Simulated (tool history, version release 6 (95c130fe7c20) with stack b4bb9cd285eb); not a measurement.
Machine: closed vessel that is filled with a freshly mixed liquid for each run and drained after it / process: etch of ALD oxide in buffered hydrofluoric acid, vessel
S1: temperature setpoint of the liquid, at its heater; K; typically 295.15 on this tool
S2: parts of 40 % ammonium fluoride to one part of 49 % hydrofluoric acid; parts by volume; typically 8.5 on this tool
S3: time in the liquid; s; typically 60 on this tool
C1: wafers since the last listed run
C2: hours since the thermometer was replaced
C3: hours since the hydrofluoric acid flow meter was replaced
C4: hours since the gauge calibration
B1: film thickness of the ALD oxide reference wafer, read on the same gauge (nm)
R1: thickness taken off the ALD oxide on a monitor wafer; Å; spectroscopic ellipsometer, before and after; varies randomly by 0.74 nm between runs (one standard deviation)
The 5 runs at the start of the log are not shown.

run,day,S1,S2,S3,C1,C2,C3,C4,B1,R1
6,10.675,295.15,8.5,60,2296,909.8,1366.9,1178.9,119.98,1441.1
# day 19.896: hydrofluoric acid flow meter replaced
7,23.546,295.15,10.5,70,19374,1218.7,87.6,1487.8,119.97,1406.7
8,27.575,295.15,10.5,70,6084,1315.4,184.3,1584.5,119.96,1416.6
9,29.812,295.15,10.5,70,3379,1369.1,238,1638.2,119.97,1404.7
# day 33.108: gauge calibrated
10,42.258,295.15,8.5,60,18796,1667.8,536.7,219.6,119.97,1457.2
11,44.896,295.15,8.5,60,3983,1731.1,600,282.9,119.94,1457.3
12,46.738,295.15,8.5,60,2781,1775.3,644.2,327.1,119.98,1454.8
13,48.275,293.15,8.5,60,2321,1812.2,681.1,364,119.96,1298.7
14,50.088,293.15,8.5,60,2737,1855.7,724.6,407.5,119.97,1305.6
15,51.6,293.15,8.5,60,2284,1892,760.9,443.8,120,1304.1
16,53.783,296.65,8.5,40,3297,1944.4,813.3,496.2,120.01,1052.1
17,58.092,298.15,10.5,60,6506,2047.8,916.7,599.6,120.01,1427.7
18,59.679,293.15,8.5,30,2397,2085.9,954.8,637.7,119.98,653.2
19,72.3,293.15,6,30,19060,2388.8,1257.7,940.6,120,918
# day 74.783: thermometer replaced
20,76.2,295.15,11,40,5826,34,1351.3,1034.2,120.06,747
21,77.917,299.65,11.5,60,2592,75.2,1392.5,1075.4,119.97,1379
# day 80.621: hydrofluoric acid flow meter replaced
22,80.988,291.65,5.5,40,4574,148.9,8.8,1149.1,119.98,1165.1

Predict the results of run 23:
23,86.508,295.15,8.5,60,8337,281.4,141.3,1281.6,?,?

B1: 119.96
R1: 1404.3 Å
With the hidden condition absent and the run-to-run variation left alone, this run would have shown R1 1395.8 Å.
